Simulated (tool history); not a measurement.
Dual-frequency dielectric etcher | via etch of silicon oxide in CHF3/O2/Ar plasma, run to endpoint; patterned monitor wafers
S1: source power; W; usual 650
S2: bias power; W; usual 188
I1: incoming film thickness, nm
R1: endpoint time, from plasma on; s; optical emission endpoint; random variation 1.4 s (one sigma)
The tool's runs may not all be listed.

| run | hour | S1 | S2 | I1 | R1 |
|---|---|---|---|---|---|
| 1 | 0 | 650 | 188 | 429.9 | 206 |
| 2 | 27 | 650 | 188 | 425.5 | 204 |
| 3 | 87.2 | 650 | 188 | 429.3 | 204.1 |
| 4 | 138.9 | 650 | 188 | 427.9 | 201.6 |
| 5 | 192.1 | 650 | 188 | 430.9 | 203.4 |
| 6 | 217.4 | 650 | 188 | 430.3 | 201 |
| 7 | 261.4 | 650 | 188 | 431.1 | 201.7 |
| 8 | 295 | 650 | 188 | 435.1 | 203.5 |
| 9 | 360.5 | 650 | 211 | 429.1 | 197.3 |
| 10 | 417.7 | 650 | 211 | 430.6 | 199.9 |
| 11 | 466.3 | 650 | 211 | 431 | 197.1 |
| 12 | 504.6 | 650 | 174 | 433.7 | 212.6 |
| 13 | 562 | 650 | 178 | 429 | 205.4 |
| 14 | 617.9 | 650 | 178 | 431 | 205.2 |
| 15 | 662.1 | 650 | 154 | 435.4 | 217.9 |
| 16 | 719.5 | 800 | 216 | 431.5 | 182.9 |
| 17 | 789.4 | 810 | 210 | 426.5 | 178.6 |
| 18 | 839 | 590 | 215 | 430.2 | 194.7 |
| 19 | 892.5 | 650 | 188 | 428.6 | 197.5 |
| 20 | 957.2 | 650 | 188 | 428.3 | 209.5 |
| 21 | 1016.7 | 520 | 154 | 431.3 | 233.4 |
| 22 | 1061.4 | 720 | 216 | 433.4 | 194.2 |
| 23 | 1097.9 | 650 | 178 | 432.8 | 207.9 |
| 24 | 1134.5 | 700 | 235 | 430.2 | 184.8 |
| 25 | 1203.8 | 750 | 228 | 429.2 | 181.5 |
| 26 | 1285.2 | 530 | 234 | 434.6 | 197.8 |
| 27 | 1350.8 | 500 | 176 | 428.8 | 218.2 |
| 28 | 1411.9 | 650 | 188 | 434.2 | 198.6 |
| 29 | 1608.9 | 590 | 146 | 430.9 | 229.2 |
| 30 | 1644.1 | 790 | 225 | 427.1 | 185.1 |
| 31 | 1689.9 | 650 | 188 | 429.2 | 204 |
| 32 | 1761.2 | 650 | 188 | 427.5 | 201.9 |
| 33 | 1829.4 | 650 | 188 | 430.3 | 202.5 |
| 34 | 1898.9 | 650 | 188 | 427.9 | 201.2 |
| 35 | 2111.5 | 750 | 220 | 430 | 184.2 |

Not shown: 7 entries that the log had between the listed runs. Between which runs, and how does the tool's hidden state differ before and after?
Between runs 8 and 9: wet clean of the chamber (hour 355.8)
  etch rate over this chamber's usual, %: 3.87 -> 0.0471
  measured less the result without the state, R1: -7.9 -> -0.1 s
Between runs 13 and 14: bias power generator calibrated (hour 596.6)
  etch rate over this chamber's usual, %: 2.08 -> 2.65
  measured less the result without the state, R1: -4.3 -> -5.5 s
Between runs 19 and 20: wet clean of the chamber (hour 956.7)
  etch rate over this chamber's usual, %: 5.42 -> 0.0239
  measured less the result without the state, R1: -10.7 -> -0.1 s
Between runs 28 and 29: upper electrode replaced (hour 1472.1); wet clean of the chamber (hour 1502.2); source power generator calibrated (hour 1516.4)
  etch rate over this chamber's usual, %: 4.61 -> 0.414
  measured less the result without the state, R1: -9.2 -> -1 s
Between runs 34 and 35: wet clean of the chamber (hour 1953.6)
  etch rate over this chamber's usual, %: 3.34 -> 1.76
  measured less the result without the state, R1: -6.7 -> -3.2 s
